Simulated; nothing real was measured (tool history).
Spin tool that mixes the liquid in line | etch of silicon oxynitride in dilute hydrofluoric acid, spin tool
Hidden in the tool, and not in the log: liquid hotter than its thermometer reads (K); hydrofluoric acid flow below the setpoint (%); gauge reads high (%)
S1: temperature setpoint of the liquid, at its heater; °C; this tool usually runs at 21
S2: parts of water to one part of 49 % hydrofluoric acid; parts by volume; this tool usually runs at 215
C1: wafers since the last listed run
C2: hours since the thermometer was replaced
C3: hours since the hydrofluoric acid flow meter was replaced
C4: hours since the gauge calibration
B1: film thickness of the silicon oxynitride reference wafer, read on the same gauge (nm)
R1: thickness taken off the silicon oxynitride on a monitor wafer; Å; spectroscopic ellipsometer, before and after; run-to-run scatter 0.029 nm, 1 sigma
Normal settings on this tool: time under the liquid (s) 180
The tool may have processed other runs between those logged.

run 1 hour=0 | S1=21 S2=215 time_under_the_liquid_(s)=180 | C1=0 C2=1020.4 C3=354.7 C4=172.1 | B1=120.017 | R1=19.53
run 2 hour=35 | S1=21 S2=215 time_under_the_liquid_(s)=180 | C1=273 C2=1055.4 C3=389.7 C4=207.1 | B1=120.008 | R1=19.37
-- hour=39.2 hydrofluoric acid flow meter replaced
run 3 hour=63.7 | S1=22.5 S2=170 time_under_the_liquid_(s)=180 | C1=216 C2=1084.1 C3=24.5 C4=235.8 | B1=119.966 | R1=27.14
run 4 hour=79.3 | S1=22.5 S2=170 time_under_the_liquid_(s)=180 | C1=122 C2=1099.7 C3=40.1 C4=251.4 | B1=120.032 | R1=28.42
run 5 hour=101.6 | S1=21 S2=215 time_under_the_liquid_(s)=255 | C1=174 C2=1122 C3=62.4 C4=273.7 | B1=119.977 | R1=28.28
run 6 hour=122.6 | S1=21 S2=155 time_under_the_liquid_(s)=180 | C1=164 C2=1143 C3=83.4 C4=294.7 | B1=119.978 | R1=29.26
run 7 hour=152.4 | S1=21 S2=155 time_under_the_liquid_(s)=180 | C1=233 C2=1172.8 C3=113.2 C4=324.5 | B1=119.991 | R1=28.07
run 8 hour=182.2 | S1=21 S2=215 time_under_the_liquid_(s)=110 | C1=233 C2=1202.6 C3=143 C4=354.3 | B1=119.962 | R1=11.91
run 9 hour=212 | S1=21 S2=135 time_under_the_liquid_(s)=180 | C1=233 C2=1232.4 C3=172.8 C4=384.1 | B1=120.005 | R1=33.5
run 10 hour=235.3 | S1=21 S2=135 time_under_the_liquid_(s)=180 | C1=182 C2=1255.7 C3=196.1 C4=407.4 | B1=119.98 | R1=32.93
run 11 hour=249.9 | S1=21 S2=135 time_under_the_liquid_(s)=180 | C1=114 C2=1270.3 C3=210.7 C4=422 | B1=120.029 | R1=32.54
run 12 hour=269 | S1=21 S2=215 time_under_the_liquid_(s)=115 | C1=149 C2=1289.4 C3=229.8 C4=441.1 | B1=120.009 | R1=12.61
run 13 hour=291.5 | S1=21 S2=215 time_under_the_liquid_(s)=115 | C1=176 C2=1311.9 C3=252.3 C4=463.6 | B1=119.968 | R1=12.48
-- hour=308.9 thermometer replaced
run 14 hour=313.4 | S1=21 S2=180 time_under_the_liquid_(s)=270 | C1=163 C2=4.5 C3=274.2 C4=485.5 | B1=120.01 | R1=35.95
run 15 hour=337.6 | S1=21 S2=150 time_under_the_liquid_(s)=180 | C1=189 C2=28.7 C3=298.4 C4=509.7 | B1=119.999 | R1=29.65
-- hour=413.6 gauge calibrated
run 16 hour=433.8 | S1=21 S2=280 time_under_the_liquid_(s)=145 | C1=752 C2=124.9 C3=394.6 C4=20.2 | B1=120.005 | R1=11.98
-- hour=444.5 hydrofluoric acid flow meter replaced
run 17 hour=460.5 | S1=21 S2=215 time_under_the_liquid_(s)=180 | C1=201 C2=151.6 C3=16 C4=46.9 | B1=120.02 | R1=20.12
run 18 hour=478.6 | S1=21 S2=215 time_under_the_liquid_(s)=180 | C1=141 C2=169.7 C3=34.1 C4=65 | B1=119.974 | R1=19.17
run 19 hour=503.5 | S1=23.5 S2=215 time_under_the_liquid_(s)=180 | C1=194 C2=194.6 C3=59 C4=89.9 | B1=120.018 | R1=21.87
run 20 hour=523.3 | S1=21 S2=150 time_under_the_liquid_(s)=135 | C1=154 C2=214.4 C3=78.8 C4=109.7 | B1=120.031 | R1=22.18
run 21 hour=555.5 | S1=21 S2=215 time_under_the_liquid_(s)=180 | C1=251 C2=246.6 C3=111 C4=141.9 | B1=119.985 | R1=19.35
run 22 hour=573.2 | S1=25 S2=275 time_under_the_liquid_(s)=220 | C1=138 C2=264.3 C3=128.7 C4=159.6 | B1=120.043 | R1=20.92
run 23 hour=598 | S1=21 S2=215 time_under_the_liquid_(s)=110 | C1=194 C2=289.1 C3=153.5 C4=184.4 | B1=119.998 | R1=11.91
run 24 hour=631.1 | S1=21 S2=150 time_under_the_liquid_(s)=135 | C1=259 C2=322.2 C3=186.6 C4=217.5 | B1=119.982 | R1=22.01
run 25 hour=665.4 | S1=24.5 S2=215 time_under_the_liquid_(s)=95 | C1=268 C2=356.5 C3=220.9 C4=251.8 | B1=119.992 | R1=12.16
run 26 hour=696 | S1=23.5 S2=110 time_under_the_liquid_(s)=120 | C1=239 C2=387.1 C3=251.5 C4=282.4 | B1=119.951 | R1=30.81

Alternative continuations, all from the tool just after run 26; predict every row:
run A hour=696.5 | S1=21 S2=215 time_under_the_liquid_(s)=180 | C1=3 C2=387.6 C3=252 C4=282.9 | B1=? | R1=?
run B hour=696.5 | S1=21 S2=295 time_under_the_liquid_(s)=180 | C1=3 C2=387.6 C3=252 C4=282.9 | B1=? | R1=?
run C hour=696.5 | S1=23.5 S2=135 time_under_the_liquid_(s)=90 | C1=3 C2=387.6 C3=252 C4=282.9 | B1=? | R1=?

run=A B1=120.066 R1=19.78
run=B B1=120.066 R1=13.69
run=C B1=120.066 R1=18.73
What these runs would have given with no unlogged condition in the tool:
run=A R1=19.78
run=B R1=13.69
run=C R1=18.73
